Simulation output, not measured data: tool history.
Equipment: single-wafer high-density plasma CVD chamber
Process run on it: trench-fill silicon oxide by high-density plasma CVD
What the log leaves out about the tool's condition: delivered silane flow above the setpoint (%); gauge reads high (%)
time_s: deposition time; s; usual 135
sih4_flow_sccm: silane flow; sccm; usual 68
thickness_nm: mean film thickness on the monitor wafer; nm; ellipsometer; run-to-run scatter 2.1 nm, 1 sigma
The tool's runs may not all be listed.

run	hour	time_s	sih4_flow_sccm	wafers since the last listed run	hours since the silane flow controller was replaced	hours since the gauge calibration	read-back reference wafer on the same gauge, thickness_nm	thickness_nm
1	0	135	72	0	2000.4	546.1	953.598	1008.996
2	105	135	68	1239	2105.4	651.1	954.131	963.388
3	306.5	135	68	2378	2306.9	852.6	953.701	961.277
4	383	135	68	902	2383.4	929.1	954.331	959.084
5	452.5	135	61	820	2452.9	998.6	953.721	885.656
6	554.9	135	61	1208	2555.3	1101	953.689	882.741
7	624.6	135	61	822	2625	1170.7	954.287	882.885
# hour 685.6: gauge calibrated
8	781.3	135	68	1849	2781.7	95.7	953.537	956.658
9	836.3	135	68	649	2836.7	150.7	953.563	952.695
10	915.2	135	68	931	2915.6	229.6	954.471	952.869
# hour 946.1: silane flow controller replaced
11	1014.3	112	74	1075	68.2	328.7	953.832	866.836
12	1104.4	128	79	1063	158.3	418.8	954.015	1040.331
13	1155.5	159	57	603	209.4	469.9	953.88	1014.452

Run 14 is up next; what results do you expect?
14	1248.5	135	61	1097	302.4	562.9	?	?

read-back reference wafer on the same gauge, thickness_nm: 954.64
thickness_nm: 905.928 nm
Were there no unlogged condition in the tool, this run, its random variation unchanged, would have produced thickness_nm 903.433 nm.

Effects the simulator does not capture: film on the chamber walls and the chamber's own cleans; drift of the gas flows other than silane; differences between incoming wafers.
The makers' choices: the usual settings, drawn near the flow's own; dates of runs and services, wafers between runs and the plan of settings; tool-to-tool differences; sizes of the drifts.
